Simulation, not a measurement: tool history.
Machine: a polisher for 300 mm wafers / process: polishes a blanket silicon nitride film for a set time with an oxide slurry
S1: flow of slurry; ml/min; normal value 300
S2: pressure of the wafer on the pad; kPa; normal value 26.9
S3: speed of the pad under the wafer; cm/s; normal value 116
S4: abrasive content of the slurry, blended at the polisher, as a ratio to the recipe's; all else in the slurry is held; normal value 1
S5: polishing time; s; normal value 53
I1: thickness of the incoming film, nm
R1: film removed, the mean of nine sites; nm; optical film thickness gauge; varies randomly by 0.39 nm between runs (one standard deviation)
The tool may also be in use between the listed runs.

| run | day | S1 | S2 | S3 | S4 | S5 | I1 | R1 |
|---|---|---|---|---|---|---|---|---|
| 1 | 0 | 300 | 26.9 | 138 | 1 | 53 | 396.6 | 47.4 |
|  | 1.292 | head pressure recalibrated |
| 2 | 1.462 | 300 | 26.9 | 138 | 1 | 53 | 400.3 | 47.2 |
| 3 | 2.317 | 300 | 22.1 | 116 | 1 | 53 | 392.2 | 33.3 |
| 4 | 3.567 | 300 | 26.9 | 116 | 1 | 41 | 397.3 | 30.8 |
|  | 3.833 | slurry blender recalibrated |
| 5 | 4.958 | 300 | 17.9 | 116 | 1 | 53 | 401.1 | 26.4 |
| 6 | 6.421 | 300 | 26.9 | 116 | 1 | 53 | 408.6 | 38.6 |
|  | 7.112 | worn pad replaced by a new one |
| 7 | 7.788 | 300 | 26.9 | 116 | 1 | 53 | 399.8 | 41.2 |
|  | 8.196 | conditioning disc replaced and pad reconditioned |
| 8 | 9.067 | 300 | 26.9 | 116 | 1 | 53 | 400.1 | 40.8 |
| 9 | 10.354 | 300 | 26.9 | 116 | 1 | 53 | 401.2 | 41 |
| 10 | 11.104 | 325 | 26.9 | 116 | 1 | 53 | 394.9 | 41.7 |
| 11 | 12.079 | 395 | 19.3 | 104 | 1 | 53 | 406.1 | 27.4 |
|  | 12.762 | slurry nozzle cleaned |
| 12 | 13.025 | 355 | 26.9 | 116 | 1 | 53 | 400.6 | 40.3 |
| 13 | 13.804 | 300 | 26.9 | 116 | 1 | 53 | 393.7 | 40.3 |
| 14 | 15.212 | 300 | 26.9 | 152 | 1 | 53 | 404.5 | 48.7 |
| 15 | 16.438 | 300 | 18.6 | 116 | 0.85 | 53 | 398.1 | 24.6 |
|  | 16.996 | worn pad replaced by a new one |
| 16 | 17.354 | 275 | 26.9 | 154 | 1 | 63 | 391.1 | 61.3 |
| 17 | 18.238 | 300 | 26.9 | 116 | 1 | 53 | 399.8 | 41.9 |
|  | 18.883 | slurry blender recalibrated |
| 18 | 19.404 | 300 | 20 | 116 | 1 | 42 | 403.8 | 24.5 |
| 19 | 20.879 | 365 | 26.9 | 116 | 1 | 53 | 398.1 | 42 |
| 20 | 22.167 | 300 | 30.3 | 82 | 1.2 | 53 | 398.2 | 38.5 |
|  | 22.346 | conditioning disc replaced and pad reconditioned |
| 21 | 22.75 | 260 | 26.9 | 86 | 1 | 53 | 407.2 | 31.4 |
| 22 | 23.6 | 300 | 26.9 | 116 | 1 | 53 | 397.8 | 40.6 |
| 23 | 24.454 | 300 | 20.7 | 150 | 0.9 | 65 | 397.4 | 43.1 |
|  | 25.138 | worn pad replaced by a new one |
| 24 | 25.158 | 395 | 26.9 | 116 | 1 | 53 | 397.6 | 42.2 |
| 25 | 25.85 | 300 | 26.9 | 116 | 1 | 53 | 404.5 | 40.6 |
| 26 | 26.733 | 300 | 26.9 | 146 | 1 | 53 | 393.9 | 49 |
| 27 | 27.358 | 335 | 26.9 | 116 | 0.7 | 53 | 398.5 | 32.9 |

Branching from run 27: 3 alternative next runs. What would each branch give?
| A | 27.375 | 300 | 26.9 | 116 | 1 | 53 | 396.6 | ? |
| B | 27.375 | 300 | 26.9 | 116 | 0.9 | 53 | 396.6 | ? |
| C | 27.375 | 205 | 17.2 | 152 | 1 | 53 | 396.6 | ? |

| run | R1 |
|---|---|
| A | 41.1 |
| B | 38.6 |
| C | 31.2 |
With the hidden condition removed and each run's random variation left untouched, the same runs would have given:
| run | R1 |
|---|---|
| A | 41.6 |
| B | 39.1 |
| C | 31.6 |
